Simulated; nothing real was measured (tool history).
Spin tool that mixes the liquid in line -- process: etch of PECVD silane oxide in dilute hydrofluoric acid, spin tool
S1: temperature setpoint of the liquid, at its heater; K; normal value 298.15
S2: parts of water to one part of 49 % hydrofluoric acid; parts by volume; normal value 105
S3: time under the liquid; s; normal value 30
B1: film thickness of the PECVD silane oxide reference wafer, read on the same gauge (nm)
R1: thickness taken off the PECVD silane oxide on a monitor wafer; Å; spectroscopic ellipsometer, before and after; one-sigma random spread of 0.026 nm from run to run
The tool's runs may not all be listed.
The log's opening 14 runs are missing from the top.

run,day,S1,S2,S3,B1,R1
15,8.962,298.15,105,30,69.99,75.9
16,9.358,298.15,90,30,69.99,90.0
17,10.088,298.15,105,30,70.03,76.1
# day 10.588: hydrofluoric acid flow meter replaced
18,10.667,298.15,145,15,70.02,26.5
19,11.175,294.65,75,25,70.02,79.3
20,11.721,295.65,105,45,70.01,102.8
# day 11.988: gauge calibrated
21,12.117,298.15,105,40,70.00,101.5
22,12.404,298.15,105,50,69.99,127.1
# day 12.488: thermometer replaced
23,13.029,298.15,105,30,70.01,84.6
24,13.712,300.65,105,30,70.01,93.3

The next listed run, before its measurement:
25,14.338,300.15,75,45,?,?

B1: 70.00
R1: 199.9 Å
On a tool with no hidden condition, and with the same random variation, this run would have come out at R1 200.8 Å.

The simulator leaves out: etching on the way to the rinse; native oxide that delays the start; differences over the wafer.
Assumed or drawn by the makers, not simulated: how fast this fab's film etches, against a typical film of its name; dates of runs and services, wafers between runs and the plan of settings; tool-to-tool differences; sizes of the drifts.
